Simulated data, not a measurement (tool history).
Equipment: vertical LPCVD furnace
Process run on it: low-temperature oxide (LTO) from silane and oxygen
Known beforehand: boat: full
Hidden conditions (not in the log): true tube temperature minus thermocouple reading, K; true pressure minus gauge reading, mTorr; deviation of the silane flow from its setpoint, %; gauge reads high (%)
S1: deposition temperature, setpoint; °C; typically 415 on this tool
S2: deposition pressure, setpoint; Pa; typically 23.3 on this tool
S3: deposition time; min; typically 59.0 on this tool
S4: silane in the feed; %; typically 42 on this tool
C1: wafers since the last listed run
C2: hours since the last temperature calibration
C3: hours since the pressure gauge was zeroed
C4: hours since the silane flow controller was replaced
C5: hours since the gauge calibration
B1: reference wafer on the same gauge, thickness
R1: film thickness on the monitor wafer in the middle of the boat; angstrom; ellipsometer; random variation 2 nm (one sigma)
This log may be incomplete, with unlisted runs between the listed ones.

| run | hour | S1 | S2 | S3 | S4 | C1 | C2 | C3 | C4 | C5 | B1 | R1 |
|---|---|---|---|---|---|---|---|---|---|---|---|---|
| 1 | 0.0 | 415 | 23.3 | 59.0 | 42 | 0 | 1109.0 | 2471.0 | 3545.3 | 327.9 | 535.88 | 6374.5 |
| 2 | 57.1 | 415 | 23.3 | 59.0 | 42 | 564 | 1166.1 | 2528.1 | 3602.4 | 385.0 | 535.20 | 6355.0 |
| 3 | 252.0 | 415 | 23.3 | 59.0 | 42 | 1926 | 1361.0 | 2723.0 | 3797.3 | 579.9 | 534.75 | 6362.9 |
| 4 | 311.9 | 415 | 23.3 | 59.0 | 42 | 592 | 1420.9 | 2782.9 | 3857.2 | 639.8 | 533.24 | 6366.9 |
| 5 | 343.9 | 415 | 23.3 | 59.0 | 42 | 316 | 1452.9 | 2814.9 | 3889.2 | 671.8 | 533.98 | 6316.8 |
| 6 | 377.8 | 415 | 19.3 | 59.0 | 42 | 335 | 1486.8 | 2848.8 | 3923.1 | 705.7 | 532.63 | 5269.1 |
| 7 | 455.9 | 415 | 19.3 | 59.0 | 42 | 771 | 1564.9 | 2926.9 | 4001.2 | 783.8 | 532.31 | 5255.7 |
| 8 | 493.3 | 415 | 23.3 | 59.0 | 42 | 369 | 1602.3 | 2964.3 | 4038.6 | 821.2 | 531.21 | 6335.0 |
|  | 574.1 | silane flow controller replaced |
| 9 | 574.6 | 415 | 23.3 | 59.0 | 42 | 566 | 1683.6 | 3045.6 | 0.5 | 902.5 | 529.97 | 6335.3 |
| 10 | 579.6 | 415 | 23.3 | 59.0 | 42 | 49 | 1688.6 | 3050.6 | 5.5 | 907.5 | 530.18 | 6303.6 |
| 11 | 612.3 | 415 | 23.3 | 59.0 | 42 | 323 | 1721.3 | 3083.3 | 38.2 | 940.2 | 529.23 | 6301.2 |
| 12 | 663.1 | 415 | 23.3 | 59.0 | 42 | 502 | 1772.1 | 3134.1 | 89.0 | 991.0 | 528.07 | 6302.5 |
|  | 702.7 | thermocouples replaced and temperature profile calibrated |
| 13 | 720.1 | 415 | 21.3 | 43.5 | 42 | 326 | 17.4 | 3191.1 | 146.0 | 1048.0 | 528.05 | 4223.8 |
| 14 | 747.4 | 415 | 23.3 | 59.0 | 48 | 269 | 44.7 | 3218.4 | 173.3 | 1075.3 | 527.81 | 7191.0 |
| 15 | 799.1 | 404 | 23.3 | 59.0 | 42 | 511 | 96.4 | 3270.1 | 225.0 | 1127.0 | 526.23 | 5581.3 |
| 16 | 866.2 | 415 | 23.3 | 59.0 | 42 | 663 | 163.5 | 3337.2 | 292.1 | 1194.1 | 525.44 | 6294.7 |
| 17 | 917.6 | 415 | 23.3 | 59.0 | 42 | 508 | 214.9 | 3388.6 | 343.5 | 1245.5 | 524.58 | 6248.0 |
|  | 990.9 | pressure gauge zeroed |
| 18 | 991.4 | 421 | 23.3 | 59.0 | 42 | 492 | 288.7 | 0.5 | 417.3 | 1319.3 | 523.46 | 6632.8 |
| 19 | 1017.0 | 415 | 23.3 | 59.0 | 42 | 253 | 314.3 | 26.1 | 442.9 | 1344.9 | 522.83 | 6274.5 |
|  | 1037.2 | gauge calibrated |
| 20 | 1054.8 | 423 | 23.3 | 68.0 | 42 | 373 | 352.1 | 63.9 | 480.7 | 17.6 | 537.39 | 7978.8 |
| 21 | 1081.2 | 405 | 23.3 | 59.0 | 42 | 260 | 378.5 | 90.3 | 507.1 | 44.0 | 537.69 | 5809.3 |
| 22 | 1105.7 | 419 | 28.7 | 39.0 | 49 | 242 | 403.0 | 114.8 | 531.6 | 68.5 | 537.98 | 6250.6 |
| 23 | 1142.2 | 415 | 23.3 | 77.5 | 42 | 360 | 439.5 | 151.3 | 568.1 | 105.0 | 538.35 | 8406.5 |
| 24 | 1212.9 | 415 | 23.3 | 59.0 | 42 | 698 | 510.2 | 222.0 | 638.8 | 175.7 | 537.20 | 6395.2 |
| 25 | 1259.6 | 415 | 20.0 | 59.0 | 42 | 461 | 556.9 | 268.7 | 685.5 | 222.4 | 537.06 | 5488.8 |
| 26 | 1328.1 | 406 | 21.3 | 67.0 | 48 | 677 | 625.4 | 337.2 | 754.0 | 290.9 | 536.90 | 6916.4 |
| 27 | 1367.6 | 415 | 23.3 | 42.0 | 42 | 390 | 664.9 | 376.7 | 793.5 | 330.4 | 536.55 | 4553.5 |

Here are 5 independent what-if runs from the current tool condition. What would each one return?
| A | 1372.5 | 415 | 23.3 | 59.0 | 42 | 48 | 669.8 | 381.6 | 798.4 | 335.3 | ? | ? |
| B | 1372.5 | 423 | 27.3 | 59.0 | 48 | 48 | 669.8 | 381.6 | 798.4 | 335.3 | ? | ? |
| C | 1372.5 | 421 | 21.3 | 52.0 | 50 | 48 | 669.8 | 381.6 | 798.4 | 335.3 | ? | ? |
| D | 1372.5 | 424 | 23.3 | 59.0 | 42 | 48 | 669.8 | 381.6 | 798.4 | 335.3 | ? | ? |
| E | 1372.5 | 410 | 23.3 | 59.0 | 42 | 48 | 669.8 | 381.6 | 798.4 | 335.3 | ? | ? |

| run | B1 | R1 |
|---|---|---|
| A | 538.15 | 6389.8 |
| B | 538.15 | 9197.6 |
| C | 538.15 | 6410.0 |
| D | 538.15 | 6995.3 |
| E | 538.15 | 6068.0 |
Without the tool's hidden state the same runs would have given:
| run | R1 |
|---|---|
| A | 6413.4 |
| B | 9231.6 |
| C | 6433.7 |
| D | 7021.1 |
| E | 6090.4 |
